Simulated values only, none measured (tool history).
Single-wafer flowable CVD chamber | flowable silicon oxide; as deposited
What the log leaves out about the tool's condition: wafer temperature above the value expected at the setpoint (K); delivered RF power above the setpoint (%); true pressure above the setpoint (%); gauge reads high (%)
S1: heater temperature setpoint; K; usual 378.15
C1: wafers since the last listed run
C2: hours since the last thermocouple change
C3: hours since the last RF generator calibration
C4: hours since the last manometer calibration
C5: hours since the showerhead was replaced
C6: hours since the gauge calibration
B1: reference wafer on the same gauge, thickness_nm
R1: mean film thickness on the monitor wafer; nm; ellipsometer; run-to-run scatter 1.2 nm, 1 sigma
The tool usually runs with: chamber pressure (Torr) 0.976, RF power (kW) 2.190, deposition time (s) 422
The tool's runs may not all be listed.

run 1 day=0.000 | S1=378.15 chamber_pressure_(Torr)=0.976 RF_power_(kW)=2.190 deposition_time_(s)=422 | C1=0 C2=836.8 C3=1133.3 C4=688.0 C5=4534.2 C6=240.2 | B1=309.698 | R1=286.643
run 2 day=3.175 | S1=378.15 chamber_pressure_(Torr)=0.976 RF_power_(kW)=2.190 deposition_time_(s)=422 | C1=238 C2=913.0 C3=1209.5 C4=764.2 C5=4610.4 C6=316.4 | B1=309.487 | R1=288.066
run 3 day=5.562 | S1=378.15 chamber_pressure_(Torr)=0.976 RF_power_(kW)=2.090 deposition_time_(s)=422 | C1=179 C2=970.3 C3=1266.8 C4=821.5 C5=4667.7 C6=373.7 | B1=309.512 | R1=283.254
run 4 day=7.888 | S1=378.15 chamber_pressure_(Torr)=0.976 RF_power_(kW)=2.090 deposition_time_(s)=422 | C1=174 C2=1026.1 C3=1322.6 C4=877.3 C5=4723.5 C6=429.5 | B1=310.476 | R1=282.753
run 5 day=9.912 | S1=378.15 chamber_pressure_(Torr)=0.976 RF_power_(kW)=2.090 deposition_time_(s)=422 | C1=152 C2=1074.7 C3=1371.2 C4=925.9 C5=4772.1 C6=478.1 | B1=309.577 | R1=283.073
run 6 day=12.196 | S1=378.15 chamber_pressure_(Torr)=0.976 RF_power_(kW)=2.190 deposition_time_(s)=422 | C1=171 C2=1129.5 C3=1426.0 C4=980.7 C5=4826.9 C6=532.9 | B1=310.194 | R1=289.897
run 7 day=14.562 | S1=378.15 chamber_pressure_(Torr)=0.826 RF_power_(kW)=2.190 deposition_time_(s)=422 | C1=177 C2=1186.3 C3=1482.8 C4=1037.5 C5=4883.7 C6=589.7 | B1=310.106 | R1=242.804
-- day=16.183 RF generator calibrated
-- day=22.096 gauge calibrated
-- day=23.333 RF generator calibrated, repeated, since the last time left the tool worse
run 8 day=26.654 | S1=378.15 chamber_pressure_(Torr)=0.976 RF_power_(kW)=1.785 deposition_time_(s)=422 | C1=858 C2=1476.5 C3=79.7 C4=1327.7 C5=5173.9 C6=109.4 | B1=310.012 | R1=272.581
run 9 day=30.983 | S1=378.15 chamber_pressure_(Torr)=0.976 RF_power_(kW)=2.190 deposition_time_(s)=422 | C1=325 C2=1580.4 C3=183.6 C4=1431.6 C5=5277.8 C6=213.3 | B1=309.841 | R1=291.983
-- day=31.979 capacitance manometer re-zeroed and calibrated
run 10 day=33.504 | S1=368.15 chamber_pressure_(Torr)=0.751 RF_power_(kW)=2.415 deposition_time_(s)=353 | C1=164 C2=1640.9 C3=244.1 C4=36.6 C5=5338.3 C6=273.8 | B1=309.893 | R1=256.335
-- day=34.700 showerhead replaced
run 11 day=37.446 | S1=378.15 chamber_pressure_(Torr)=0.744 RF_power_(kW)=1.945 deposition_time_(s)=422 | C1=271 C2=1735.5 C3=338.7 C4=131.2 C5=65.9 C6=368.4 | B1=310.138 | R1=214.421
-- day=37.992 thermocouple changed; heater temperature recalibrated
run 12 day=39.492 | S1=378.15 chamber_pressure_(Torr)=0.976 RF_power_(kW)=2.535 deposition_time_(s)=422 | C1=128 C2=36.0 C3=387.8 C4=180.3 C5=115.0 C6=417.5 | B1=310.340 | R1=298.534
run 13 day=43.617 | S1=370.15 chamber_pressure_(Torr)=1.215 RF_power_(kW)=2.055 deposition_time_(s)=422 | C1=310 C2=135.0 C3=486.8 C4=279.3 C5=214.0 C6=516.5 | B1=309.946 | R1=446.690
run 14 day=47.196 | S1=368.15 chamber_pressure_(Torr)=0.976 RF_power_(kW)=2.035 deposition_time_(s)=422 | C1=269 C2=220.9 C3=572.7 C4=365.2 C5=299.9 C6=602.4 | B1=310.449 | R1=378.716
run 15 day=51.338 | S1=384.15 chamber_pressure_(Torr)=0.741 RF_power_(kW)=2.190 deposition_time_(s)=347 | C1=311 C2=320.3 C3=672.1 C4=464.6 C5=399.3 C6=701.8 | B1=309.970 | R1=150.939

Describe how what the log doesn't record of the tool's condition differs between the last listed run preceding each entry between runs and the first listed run following it.
After run 7, before run 8: RF generator calibrated (day 16.183); gauge calibrated (day 22.096); RF generator calibrated, repeated, since the last time left the tool worse (day 23.333)
  delivered RF power above the setpoint (%): -6.12 -> -0.568
  the result without the hidden state subtracted from the measured one, R1: -3.922 -> -0.570 nm
After run 9, before run 10: capacitance manometer re-zeroed and calibrated (day 31.979)
  delivered RF power above the setpoint (%): -0.957 -> -1.18
  the result without the hidden state subtracted from the measured one, R1: -0.707 -> -0.594 nm
After run 10, before run 11: showerhead replaced (day 34.700)
  delivered RF power above the setpoint (%): -1.18 -> -1.54
  the result without the hidden state subtracted from the measured one, R1: -0.594 -> -0.993 nm
After run 11, before run 12: thermocouple changed; heater temperature recalibrated (day 37.992)
  delivered RF power above the setpoint (%): -1.54 -> -1.72
  the result without the hidden state subtracted from the measured one, R1: -0.993 -> -0.724 nm
